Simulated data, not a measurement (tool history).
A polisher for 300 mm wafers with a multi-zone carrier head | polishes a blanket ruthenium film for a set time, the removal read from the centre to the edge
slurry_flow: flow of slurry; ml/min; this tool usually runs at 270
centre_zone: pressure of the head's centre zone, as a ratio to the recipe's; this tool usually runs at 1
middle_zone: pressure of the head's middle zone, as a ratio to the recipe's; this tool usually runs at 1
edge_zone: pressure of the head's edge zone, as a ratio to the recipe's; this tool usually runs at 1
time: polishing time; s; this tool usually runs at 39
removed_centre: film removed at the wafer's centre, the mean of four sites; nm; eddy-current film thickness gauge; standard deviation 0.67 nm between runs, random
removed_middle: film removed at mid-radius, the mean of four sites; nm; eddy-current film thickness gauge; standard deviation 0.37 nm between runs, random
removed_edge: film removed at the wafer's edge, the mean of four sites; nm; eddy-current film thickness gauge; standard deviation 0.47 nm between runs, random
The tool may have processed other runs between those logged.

run	hour	slurry_flow	centre_zone	middle_zone	edge_zone	time	incoming thickness of the incoming film, nm	removed_centre	removed_middle	removed_edge
1	0	270	0.92	1	1	39	323	52.7	56.3	56.5
2	57.3	270	1	1	1	39	325.4	54.8	54.8	56.1
3	100.4	270	1	1	1	39	335.2	53.8	53.7	55.1
# hour 119: slurry nozzle cleaned
4	128.7	270	1	1	1	39	330.3	54	53.7	54.7
5	160.3	270	1	1	1	39	330.6	53.8	52.4	53.8
# hour 200.1: worn pad replaced by a new one
6	221.6	270	1	1	1	39	328.9	57.7	57	58.9
# hour 237: centre zone pressure recalibrated
7	248.3	270	1	1	1	39	326.2	57.5	56.6	57.9
# hour 291.5: edge zone pressure recalibrated
8	313.2	270	1	1	1	39	331.2	54.9	55.1	55.4
9	367.4	220	0.88	0.96	1.09	39	330.7	46.6	52.6	57.6
# hour 378.6: slurry nozzle cleaned
# hour 424.7: worn pad replaced by a new one
10	431	210	1	1	1.04	39	327.4	56.9	55.9	58.3
11	496.2	200	1	1.1	1	39	326.1	52.1	55.7	55.1
# hour 547.1: carrier head's membrane replaced by a new one
12	547.6	270	0.89	1.04	1.09	39	336.2	48.6	55.1	57.1
13	575.2	230	1	1	0.92	39	335.3	52.2	52.5	52.2
14	632.5	270	0.97	0.89	0.94	26	326.9	34	33.9	35.1
# hour 681.5: slurry nozzle cleaned
# hour 692.6: worn pad replaced by a new one
15	698.4	315	0.93	1	1.08	39	325.3	54.7	58.9	62.3
16	734.9	350	0.89	0.88	1	46	337.5	62.3	64.3	70
17	778.5	270	1	0.9	1	39	327.3	54.8	52.7	57
18	808	335	1	1	1	39	328.7	56.2	56.1	57.5
19	868.2	340	1.11	1	0.96	43	329.7	68.2	61.1	60.4
20	928.2	210	1	1	1.04	39	329.1	51.4	52.4	54.6
# hour 959.9: centre zone pressure recalibrated
# hour 963.5: slurry nozzle cleaned
# hour 964.7: worn pad replaced by a new one
21	967.9	270	0.92	1	0.97	39	323.7	53.4	58.4	58.5
# hour 979.5: edge zone pressure recalibrated
22	1016.5	270	1	1	1	39	326.9	55.9	55.4	57.6

Alternative continuations, all from the tool just after run 22; predict every row:
A	1016.9	270	1	1	1	39	332.6	?	?	?
B	1016.9	240	1	1	0.96	39	332.6	?	?	?
C	1016.9	240	1.1	1	1.12	35	332.6	?	?	?
D	1016.9	270	0.91	1	1	39	332.6	?	?	?

run	removed_centre	removed_middle	removed_edge
A	57.4	56.5	57.4
B	56.5	55.8	55.8
C	55.8	50	53.7
D	52.2	56.6	57.4
Had the tool no hidden state, the same runs would have come out as:
run	removed_centre	removed_middle	removed_edge
A	60.2	59.3	60.2
B	59.3	58.5	58.6
C	58.6	52.5	56.3
D	54.7	59.3	60.2
